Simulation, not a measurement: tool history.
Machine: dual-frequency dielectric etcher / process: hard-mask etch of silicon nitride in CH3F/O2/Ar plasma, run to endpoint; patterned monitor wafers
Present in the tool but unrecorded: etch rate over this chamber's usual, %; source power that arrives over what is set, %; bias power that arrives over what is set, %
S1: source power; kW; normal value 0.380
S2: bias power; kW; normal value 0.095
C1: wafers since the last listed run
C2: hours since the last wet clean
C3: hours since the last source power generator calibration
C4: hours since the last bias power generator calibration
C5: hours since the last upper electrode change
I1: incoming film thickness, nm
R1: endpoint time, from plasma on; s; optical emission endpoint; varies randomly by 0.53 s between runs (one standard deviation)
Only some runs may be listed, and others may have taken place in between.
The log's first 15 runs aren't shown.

run,hour,S1,S2,C1,C2,C3,C4,C5,I1,R1
16,898.1,0.480,0.095,200,173.3,292.0,2034.3,2077.0,47.72,57.2
17,931.8,0.380,0.095,219,207.0,325.7,2068.0,2110.7,47.32,63.0
18,972.3,0.320,0.095,263,247.5,366.2,2108.5,2151.2,47.49,69.0
# hour 999.0: wet clean of the chamber, repeated, since the last time left the tool worse
19,1035.2,0.310,0.102,253,36.2,429.1,2171.4,2214.1,47.26,61.9
20,1074.6,0.380,0.078,256,75.6,468.5,2210.8,2253.5,47.84,64.8
21,1121.7,0.380,0.074,306,122.7,515.6,2257.9,2300.6,47.78,65.8
22,1150.6,0.450,0.082,188,151.6,544.5,2286.8,2329.5,47.69,57.6
23,1191.8,0.340,0.102,268,192.8,585.7,2328.0,2370.7,47.63,60.7
# hour 1198.3: bias power generator calibrated
# hour 1230.0: upper electrode replaced
24,1230.5,0.380,0.086,69,231.5,624.4,32.2,0.5,47.26,60.3
25,1337.1,0.440,0.086,694,338.1,731.0,138.8,107.1,48.12,57.8

Expected results for the next run?
26,1384.0,0.300,0.095,305,385.0,777.9,185.7,154.0,47.60,?

R1: 65.1 s
Without the tool's hidden state the same run would have given R1 67.1 s.

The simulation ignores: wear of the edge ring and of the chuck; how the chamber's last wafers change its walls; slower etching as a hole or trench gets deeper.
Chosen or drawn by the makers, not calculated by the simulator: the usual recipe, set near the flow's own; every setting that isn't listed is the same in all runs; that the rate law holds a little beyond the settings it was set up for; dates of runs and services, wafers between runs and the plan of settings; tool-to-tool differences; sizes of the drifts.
